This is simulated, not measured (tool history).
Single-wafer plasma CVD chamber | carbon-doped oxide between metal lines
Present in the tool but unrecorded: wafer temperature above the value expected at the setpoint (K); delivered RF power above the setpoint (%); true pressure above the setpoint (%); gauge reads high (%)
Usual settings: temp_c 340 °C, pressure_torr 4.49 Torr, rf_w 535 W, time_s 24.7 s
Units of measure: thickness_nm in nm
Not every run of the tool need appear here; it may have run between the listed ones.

run   hour  temp_c  pressure_torr  rf_w  time_s  wafers since the last listed run  hours since the last thermocouple change  hours since the last RF generator calibration  hours since the last manometer calibration  hours since the showerhead was replaced  hours since the gauge calibration  read-back reference wafer on the same gauge, thickness_nm  thickness_nm
  1      0     329           4.49   535    24.7                                 0                                    2956.7                                         1292.6                                      1780.5                                   3293.8                              725.3                                                    102.981       130.109
  2   22.7     329           4.49   535    24.7                               789                                    2979.4                                         1315.3                                      1803.2                                   3316.5                                748                                                    102.972       129.772
      39.6  -- thermocouple changed; heater temperature recalibrated
  3   56.2     340           4.49   535    24.7                               887                                      16.6                                         1348.8                                      1836.7                                     3350                              781.5                                                    102.991        122.98
  4   78.1     340           5.12   535    24.7                               762                                      38.5                                         1370.7                                      1858.6                                   3371.9                              803.4                                                    103.021       124.308
  5  108.8     340           4.49   535    24.7                              1068                                      69.2                                         1401.4                                      1889.3                                   3402.6                              834.1                                                    102.995       122.768
  6  144.3     340           4.49   535    24.7                              1235                                     104.7                                         1436.9                                      1924.8                                   3438.1                              869.6                                                    102.944       122.893
  7  177.6     340           4.49   600    24.7                              1158                                       138                                         1470.2                                      1958.1                                   3471.4                              902.9                                                    103.012       131.455
  8  209.6     340           4.49   600    24.7                              1113                                       170                                         1502.2                                      1990.1                                   3503.4                              934.9                                                    102.972       131.294
  9  225.5     340           4.49   535    24.7                               553                                     185.9                                         1518.1                                        2006                                   3519.3                              950.8                                                    103.025        122.71
 10  249.6     340           3.66   535    27.5                               838                                       210                                         1542.2                                      2030.1                                   3543.4                              974.9                                                    102.948       134.048
     262.2  -- gauge calibrated
       273  -- showerhead replaced
     274.1  -- RF generator calibrated
 11  274.6     340           4.92   480    22.1                               555                                       235                                            0.5                                      2055.1                                      1.6                               12.4                                                    103.042       106.706
 12  282.7     340           5.04   535    24.7                               281                                     243.1                                            8.6                                      2063.2                                      9.7                               20.5                                                    103.008       126.971
 13  299.7     350           4.88   440    29.6                               591                                     260.1                                           25.6                                      2080.2                                     26.7                               37.5                                                    103.059       130.736
 14  322.8     340           5.53   535    24.7                               803                                     283.2                                           48.7                                      2103.3                                     49.8                               60.6                                                    103.041       128.052
 15  343.7     340           4.49   535    24.7                               727                                     304.1                                           69.6                                      2124.2                                     70.7                               81.5                                                    102.977       125.437
 16  372.5     340           5.19   535    24.7                              1002                                     332.9                                           98.4                                        2153                                     99.5                              110.3                                                    103.021       127.427
 17  388.9     340           4.24   535      22                               570                                     349.3                                          114.8                                      2169.4                                    115.9                              126.7                                                    102.965       111.125
 18    402     340           3.44   535    24.7                               455                                     362.4                                          127.9                                      2182.5                                      129                              139.8                                                    103.003       122.435
 19  420.7     340           3.66   635    24.7                               650                                     381.1                                          146.6                                      2201.2                                    147.7                              158.5                                                    103.004       136.138

Expected results for the next run?
 20  448.2     340           4.49   535    24.7                               956                                     408.6                                          174.1                                      2228.7                                    175.2                                186                                                          ?             ?

read-back reference wafer on the same gauge, thickness_nm: 102.976
thickness_nm: 125.381 nm
Were there no unlogged condition in the tool, this run, its random variation unchanged, would have produced thickness_nm 125.792 nm.
